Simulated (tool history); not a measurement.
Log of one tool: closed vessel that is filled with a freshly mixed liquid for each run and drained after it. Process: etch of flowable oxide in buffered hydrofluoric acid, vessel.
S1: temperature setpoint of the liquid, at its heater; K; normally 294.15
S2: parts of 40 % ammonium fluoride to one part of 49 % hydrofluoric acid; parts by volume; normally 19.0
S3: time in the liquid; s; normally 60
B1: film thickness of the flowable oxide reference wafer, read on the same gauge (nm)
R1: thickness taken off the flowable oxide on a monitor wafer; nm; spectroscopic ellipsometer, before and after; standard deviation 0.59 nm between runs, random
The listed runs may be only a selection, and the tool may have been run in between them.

run,hour,S1,S2,S3,B1,R1
1,0.0,294.15,19.0,60,110.01,71.82
2,7.1,294.15,19.0,60,109.99,71.25
3,20.5,294.15,19.0,60,110.00,72.02
4,38.1,294.15,21.0,60,109.99,66.02
5,46.1,294.15,21.0,60,109.99,67.03
6,62.7,294.15,19.0,60,110.00,70.82
7,78.9,294.15,19.0,60,110.01,72.57
8,86.0,294.15,19.0,60,110.00,72.14
# hour 92.4: hydrofluoric acid flow meter replaced
9,93.1,294.15,19.0,60,110.01,71.88
10,106.6,294.15,19.0,60,110.00,72.55
11,114.4,294.15,19.0,60,110.00,71.34
# hour 122.2: thermometer replaced
12,125.6,298.15,13.5,95,110.01,199.09
13,140.2,294.15,24.5,30,110.01,30.32
14,146.8,296.65,19.0,60,110.01,83.20
# hour 150.2: gauge calibrated
15,160.9,296.65,25.0,30,110.00,33.48
16,172.3,294.15,13.0,60,110.00,103.92
17,189.9,292.65,23.0,30,109.98,28.57
18,200.8,294.15,19.0,60,109.99,72.03
19,207.2,296.65,22.0,30,110.00,36.43
20,223.4,294.15,19.0,60,109.98,72.23

Each row is a separate what-if for the run after 20, all from the same tool condition, not one after another. Results?
A,224.1,294.15,12.5,60,?,?
B,224.1,294.15,19.0,75,?,?
C,224.1,291.65,19.0,60,?,?
D,224.1,297.15,16.5,30,?,?

run,B1,R1
A,110.00,108.93
B,110.00,90.19
C,110.00,62.69
D,110.00,48.93
Without the tool's hidden state the same runs would have given:
run,R1
A,108.93
B,90.19
C,62.69
D,48.93
